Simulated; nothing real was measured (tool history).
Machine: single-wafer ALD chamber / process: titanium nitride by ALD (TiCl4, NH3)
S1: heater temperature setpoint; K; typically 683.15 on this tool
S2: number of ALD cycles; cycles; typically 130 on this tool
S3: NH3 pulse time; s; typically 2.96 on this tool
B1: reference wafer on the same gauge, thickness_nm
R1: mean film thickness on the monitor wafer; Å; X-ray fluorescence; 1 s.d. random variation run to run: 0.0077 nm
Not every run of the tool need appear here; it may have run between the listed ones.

run 1 day=0 | S1=683.15 S2=130 S3=2.96 | B1=2.598 | R1=30.67
run 2 day=3.638 | S1=683.15 S2=130 S3=2.96 | B1=2.599 | R1=30.8
run 3 day=5.208 | S1=683.15 S2=130 S3=2.96 | B1=2.599 | R1=30.77
run 4 day=7.012 | S1=683.15 S2=130 S3=2.96 | B1=2.6 | R1=30.76
run 5 day=9.5 | S1=691.15 S2=130 S3=2.96 | B1=2.599 | R1=30.78
run 6 day=13.254 | S1=691.15 S2=130 S3=2.96 | B1=2.601 | R1=30.76
run 7 day=14.996 | S1=683.15 S2=130 S3=2.96 | B1=2.6 | R1=30.74
run 8 day=25.204 | S1=683.15 S2=130 S3=2.96 | B1=2.601 | R1=30.78
-- day=27.383 thermocouple changed; heater temperature recalibrated
run 9 day=27.662 | S1=683.15 S2=119 S3=1.81 | B1=2.602 | R1=27.69
-- day=31.271 gauge calibrated
run 10 day=31.658 | S1=683.15 S2=130 S3=2.96 | B1=2.599 | R1=30.66
run 11 day=33.458 | S1=689.15 S2=130 S3=1.97 | B1=2.601 | R1=30.36
run 12 day=35.342 | S1=683.15 S2=130 S3=2.96 | B1=2.601 | R1=30.92
run 13 day=44.892 | S1=675.15 S2=104 S3=3.86 | B1=2.6 | R1=24.69
-- day=46.821 showerhead replaced
run 14 day=56.796 | S1=691.15 S2=130 S3=3.58 | B1=2.6 | R1=30.8
run 15 day=60.05 | S1=683.15 S2=141 S3=2.96 | B1=2.601 | R1=33.22

Expected results for the next run?
run 16 day=62.383 | S1=683.15 S2=118 S3=4.04 | B1=? | R1=?

{"run 16": {"B1": 2.599, "R1": 28.04}}
Were there no unlogged condition in the tool, this run, its random variation unchanged, would have produced R1 28.04 Å.
